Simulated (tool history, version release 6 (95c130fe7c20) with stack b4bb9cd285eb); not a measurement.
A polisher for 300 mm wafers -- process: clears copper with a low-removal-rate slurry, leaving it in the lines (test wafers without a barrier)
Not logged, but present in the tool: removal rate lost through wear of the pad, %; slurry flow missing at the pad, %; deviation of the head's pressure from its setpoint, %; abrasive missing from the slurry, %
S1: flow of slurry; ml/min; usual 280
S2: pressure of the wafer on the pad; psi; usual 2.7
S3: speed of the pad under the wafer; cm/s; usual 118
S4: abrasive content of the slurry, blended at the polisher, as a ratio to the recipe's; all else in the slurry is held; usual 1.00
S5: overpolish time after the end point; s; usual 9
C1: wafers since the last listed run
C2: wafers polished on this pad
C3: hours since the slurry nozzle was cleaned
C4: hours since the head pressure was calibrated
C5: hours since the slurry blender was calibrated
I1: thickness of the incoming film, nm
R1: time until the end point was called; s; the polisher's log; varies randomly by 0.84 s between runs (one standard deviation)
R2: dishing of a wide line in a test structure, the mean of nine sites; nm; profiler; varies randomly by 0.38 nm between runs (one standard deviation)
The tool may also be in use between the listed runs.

run   hour   S1   S2   S3    S4  S5   C1    C2     C3     C4     C5     I1     R1    R2
  1    0.0  280  2.7  118  1.00  11    0     4  666.0   56.2   96.3  267.4   75.3  28.9
  2   27.0  280  2.7  118  1.00  11  207   211  693.0   83.2  123.3  271.4   75.1  29.4
  3   40.8  315  2.7  118  1.00   9  105   317  706.8   97.0  137.1  272.9   75.5  24.4
  4   71.1  315  2.7  118  1.00   9  232   549  737.1  127.3  167.4  270.1   75.0  24.6
  5  155.1  315  2.7  118  1.00   9  644  1194  821.1  211.3  251.4  265.7   74.7  24.7
     196.0  -- worn pad replaced by a new one
     196.1  -- slurry nozzle cleaned
  6  230.2  280  2.7  118  1.15   9  545   261   34.1  286.4  326.5  273.9   74.2  24.0
  7  249.3  280  2.7  118  1.15   9  146   408   53.2  305.5  345.6  275.5   75.0  24.6
     279.0  -- slurry blender recalibrated
  8  282.2  315  2.7  144  1.00   9  237   645   86.1  338.4    3.2  269.8   62.5  29.4
  9  301.1  280  2.7  118  1.00   9  145   790  105.0  357.3   22.1  272.4   78.3  23.7
 10  318.0  280  2.7  118  1.00   9  129   920  121.9  374.2   39.0  270.8   77.0  23.8
 11  347.2  280  2.7  118  1.00   9  224  1144  151.1  403.4   68.2  266.8   76.1  24.8
     364.3  -- worn pad replaced by a new one
     373.6  -- head pressure recalibrated
 12  374.1  280  2.7  118  1.00   9  160    59  178.0    0.5   95.1  269.5   75.9  24.2
 13  386.9  280  2.7  118  0.80   9   98   158  190.8   13.3  107.9  267.8   80.2  23.6
 14  401.2  280  3.4  118  1.00   9  109   267  205.1   27.6  122.2  272.5   63.9  29.1
 15  420.9  280  2.7  118  1.20   9  151   419  224.8   47.3  141.9  264.9   71.2  24.4
 16  450.0  280  2.7  118  1.15   9  223   642  253.9   76.4  171.0  269.0   73.5  24.3
 17  468.8  280  2.7   90  1.00   9  144   786  272.7   95.2  189.8  267.5  100.5  18.4
 18  503.7  225  2.4  118  1.00  11  267  1054  307.6  130.1  224.7  271.6   85.7  25.2
 19  523.7  280  2.7  118  1.00   9  153  1207  327.6  150.1  244.7  271.8   77.2  24.3
     528.9  -- worn pad replaced by a new one
 20  546.2  280  2.7   94  1.00   9  141   132  350.1  172.6  267.2  265.7   94.3  19.7
 21  573.2  280  2.0  118  1.00   9  207   339  377.1  199.6  294.2  270.3   99.1  19.5
 22  597.4  280  2.7  118  1.00   9  185   525  401.3  223.8  318.4  271.5   79.3  24.4
 23  623.6  280  3.1  118  1.00  12  201   726  427.5  250.0  344.6  268.0   67.0  34.9
     626.2  -- slurry blender recalibrated
 24  647.6  280  2.7  118  1.00   9  168   895  451.5  274.0   21.4  270.7   78.2  24.3
 25  670.5  230  2.7  118  1.10   9  175  1071  474.4  296.9   44.3  267.2   77.3  24.0
     714.2  -- worn pad replaced by a new one
 26  742.1  280  2.7  118  1.00   9  518   213  546.0  368.5  115.9  272.1   78.2  24.3
 27  773.6  220  2.7  102  1.00   9  241   455  577.5  400.0  147.4  268.0   92.7  20.5
     801.7  -- head pressure recalibrated
 28  806.0  280  2.7  118  1.00   9  233   688  609.9    4.3  179.8  271.8   78.4  24.1
 29  822.4  210  2.7  118  1.00   9  125   814  626.3   20.7  196.2  272.2   80.9  23.6

3 ways to go on from here, each from the tool as it stands after run 29. What would each give?
  A  822.9  280  2.7  118  1.00   9   3  818  626.8  21.2  196.7  270.1   ?   ?
  B  822.9  280  3.4  118  1.00  12   3  818  626.8  21.2  196.7  270.1   ?   ?
  C  822.9  280  3.2  118  1.00   9   3  818  626.8  21.2  196.7  270.1   ?   ?

run    R1    R2
  A  76.2  24.8
  B  62.5  37.9
  C  65.9  28.3
With no hidden state in the tool, these same runs would have given:
run    R1    R2
  A  76.2  24.8
  B  62.5  37.9
  C  65.9  28.3

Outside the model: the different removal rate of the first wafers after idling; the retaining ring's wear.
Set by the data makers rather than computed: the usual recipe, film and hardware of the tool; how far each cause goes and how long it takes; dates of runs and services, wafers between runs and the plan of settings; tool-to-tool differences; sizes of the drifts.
